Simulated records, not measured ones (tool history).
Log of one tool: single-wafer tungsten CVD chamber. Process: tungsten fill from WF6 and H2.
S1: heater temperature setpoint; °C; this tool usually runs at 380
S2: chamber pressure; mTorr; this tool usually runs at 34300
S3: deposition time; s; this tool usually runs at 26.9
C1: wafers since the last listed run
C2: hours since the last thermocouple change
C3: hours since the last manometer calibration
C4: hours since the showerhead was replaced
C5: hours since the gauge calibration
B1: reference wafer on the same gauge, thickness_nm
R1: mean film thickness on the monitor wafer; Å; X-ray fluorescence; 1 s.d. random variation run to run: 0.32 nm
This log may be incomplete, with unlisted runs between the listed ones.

run,hour,S1,S2,S3,C1,C2,C3,C4,C5,B1,R1
1,0.0,369,34300,26.9,0,2107.5,3003.5,4807.4,423.8,60.015,400.97
# hour 1.4: gauge calibrated
2,34.5,380,34300,26.9,691,2142.0,3038.0,4841.9,33.1,59.996,518.91
3,62.5,380,34300,26.9,560,2170.0,3066.0,4869.9,61.1,60.015,523.99
4,90.5,380,34300,26.9,560,2198.0,3094.0,4897.9,89.1,60.031,517.46
5,106.9,380,34300,26.9,328,2214.4,3110.4,4914.3,105.5,60.077,515.94
6,140.3,380,34300,26.9,669,2247.8,3143.8,4947.7,138.9,59.979,516.27
7,162.4,380,34300,26.9,442,2269.9,3165.9,4969.8,161.0,59.997,518.72
8,183.9,380,34300,26.9,430,2291.4,3187.4,4991.3,182.5,59.987,514.25
9,218.8,380,34300,26.9,699,2326.3,3222.3,5026.2,217.4,59.956,512.98
10,251.8,380,29700,30.1,661,2359.3,3255.3,5059.2,250.4,60.007,537.27
# hour 267.7: thermocouple changed; heater temperature recalibrated
11,269.5,380,29700,30.1,194,1.8,3273.0,5076.9,268.1,60.044,616.81
# hour 300.9: capacitance manometer re-zeroed and calibrated
12,303.3,390,34300,26.9,516,35.6,2.4,5110.7,301.9,60.061,728.12
13,326.5,380,31800,25.3,464,58.8,25.6,5133.9,325.1,59.955,526.22
14,347.1,380,34300,23.5,412,79.4,46.2,5154.5,345.7,60.003,503.51
# hour 385.1: showerhead replaced
15,385.6,380,34300,26.9,610,117.9,84.7,0.5,384.2,60.010,578.61
16,392.7,391,41700,22.1,142,125.0,91.8,7.6,391.3,60.098,667.12
17,427.0,369,34300,26.9,687,159.3,126.1,41.9,425.6,59.972,446.00
# hour 478.6: gauge calibrated
18,489.5,390,34300,26.9,1251,221.8,188.6,104.4,10.9,60.040,714.94
19,518.1,370,30400,23.4,572,250.4,217.2,133.0,39.5,59.979,377.88
20,593.8,367,26400,22.9,1516,326.1,292.9,208.7,115.2,60.075,314.65
21,623.2,371,41100,28.6,588,355.5,322.3,238.1,144.6,59.967,527.19
22,654.3,380,39100,29.3,622,386.6,353.4,269.2,175.7,60.011,660.41

Run 23 has not been measured yet. What should we expect?
23,672.0,394,39700,22.0,354,404.3,371.1,286.9,193.4,?,?

For run 23 the tool returned B1 59.973, R1 677.42 Å.
Take away the tool's hidden state, keep the run-to-run variation as it was, and the same run would have given R1 703.43 Å.
